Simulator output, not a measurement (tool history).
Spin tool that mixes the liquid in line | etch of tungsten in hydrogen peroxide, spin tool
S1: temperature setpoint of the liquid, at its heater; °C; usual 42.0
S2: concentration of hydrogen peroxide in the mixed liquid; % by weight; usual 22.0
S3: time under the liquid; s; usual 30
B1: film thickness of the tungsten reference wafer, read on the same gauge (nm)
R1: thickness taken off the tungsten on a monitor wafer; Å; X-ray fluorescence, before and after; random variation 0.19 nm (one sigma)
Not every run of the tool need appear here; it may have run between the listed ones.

{"run": 1, "hour": 0.0, "S1": 46.5, "S2": 22.0, "S3": 30, "B1": 100.02, "R1": 285.6}
{"hour": 7.9, "done": "gauge calibrated"}
{"run": 2, "hour": 32.0, "S1": 35.5, "S2": 22.0, "S3": 30, "B1": 100.01, "R1": 144.5}
{"run": 3, "hour": 45.3, "S1": 42.0, "S2": 22.0, "S3": 25, "B1": 99.99, "R1": 186.4}
{"run": 4, "hour": 65.2, "S1": 42.0, "S2": 22.0, "S3": 25, "B1": 100.0, "R1": 183.7}
{"run": 5, "hour": 88.4, "S1": 36.0, "S2": 26.0, "S3": 30, "B1": 99.98, "R1": 164.3}
{"run": 6, "hour": 103.2, "S1": 36.0, "S2": 26.0, "S3": 30, "B1": 100.0, "R1": 164.4}
{"run": 7, "hour": 122.6, "S1": 36.0, "S2": 26.0, "S3": 30, "B1": 100.04, "R1": 162.8}
{"run": 8, "hour": 145.0, "S1": 42.0, "S2": 24.5, "S3": 30, "B1": 99.99, "R1": 232.9}
{"hour": 159.9, "done": "peroxide flow meter replaced"}
{"run": 9, "hour": 218.9, "S1": 42.0, "S2": 22.0, "S3": 30, "B1": 99.99, "R1": 222.3}
{"hour": 230.7, "done": "new drum of peroxide connected"}
{"run": 10, "hour": 244.2, "S1": 42.0, "S2": 22.0, "S3": 30, "B1": 100.03, "R1": 226.4}
{"run": 11, "hour": 262.3, "S1": 42.0, "S2": 22.0, "S3": 30, "B1": 100.0, "R1": 224.9}
{"hour": 284.4, "done": "heated supply line repaired"}
{"run": 12, "hour": 297.6, "S1": 42.0, "S2": 22.0, "S3": 30, "B1": 100.01, "R1": 227.5}
{"run": 13, "hour": 329.8, "S1": 47.0, "S2": 27.5, "S3": 30, "B1": 99.98, "R1": 347.3}
{"hour": 338.9, "done": "thermometer replaced"}
{"run": 14, "hour": 364.5, "S1": 42.0, "S2": 22.0, "S3": 30, "B1": 99.97, "R1": 189.3}
{"run": 15, "hour": 392.3, "S1": 38.5, "S2": 17.0, "S3": 50, "B1": 100.0, "R1": 221.7}
{"run": 16, "hour": 409.4, "S1": 42.0, "S2": 22.0, "S3": 20, "B1": 100.01, "R1": 125.0}
{"run": 17, "hour": 424.3, "S1": 33.0, "S2": 18.5, "S3": 40, "B1": 99.99, "R1": 128.5}
{"run": 18, "hour": 446.0, "S1": 46.0, "S2": 16.0, "S3": 15, "B1": 99.99, "R1": 103.8}
{"run": 19, "hour": 467.9, "S1": 50.5, "S2": 22.0, "S3": 25, "B1": 100.01, "R1": 266.9}
{"hour": 487.8, "done": "gauge calibrated"}
{"run": 20, "hour": 527.3, "S1": 36.0, "S2": 26.0, "S3": 30, "B1": 100.0, "R1": 139.7}
{"run": 21, "hour": 553.7, "S1": 37.5, "S2": 27.5, "S3": 20, "B1": 100.0, "R1": 107.1}
{"run": 22, "hour": 587.0, "S1": 36.0, "S2": 26.0, "S3": 30, "B1": 99.99, "R1": 144.5}
{"run": 23, "hour": 601.6, "S1": 32.0, "S2": 25.0, "S3": 45, "B1": 100.03, "R1": 160.2}
{"run": 24, "hour": 617.0, "S1": 48.5, "S2": 22.0, "S3": 30, "B1": 100.04, "R1": 294.2}
{"run": 25, "hour": 640.2, "S1": 42.0, "S2": 27.0, "S3": 45, "B1": 100.01, "R1": 323.1}
{"run": 26, "hour": 664.9, "S1": 47.0, "S2": 18.0, "S3": 15, "B1": 100.01, "R1": 119.8}
{"run": 27, "hour": 679.6, "S1": 42.0, "S2": 22.0, "S3": 30, "B1": 100.04, "R1": 193.3}

Measured result minus the same run's result without the hidden state. Both carry the same run-to-run variation, though not necessarily the same gauge scatter:
Hidden state at play: liquid hotter than its thermometer reads (K); peroxide flow below the setpoint (%); temperature lost on the way to the wafer (K); peroxide weaker than its label (%); gauge reads high (%).
run=1 R1=+41.5
run=2 R1=+22.7
run=3 R1=+28.3
run=4 R1=+28.1
run=5 R1=+26.4
run=6 R1=+26.5
run=7 R1=+26.5
run=8 R1=+37.0
run=9 R1=+36.5
run=10 R1=+37.6
run=11 R1=+37.6
run=12 R1=+38.6
run=13 R1=+58.0
run=14 R1=+1.2
run=15 R1=+2.0
run=16 R1=+1.3
run=17 R1=+1.6
run=18 R1=+1.4
run=19 R1=+3.8
run=20 R1=+2.9
run=21 R1=+2.5
run=22 R1=+3.8
run=23 R1=+4.4
run=24 R1=+7.7
run=25 R1=+9.4
run=26 R1=+3.7
run=27 R1=+6.4
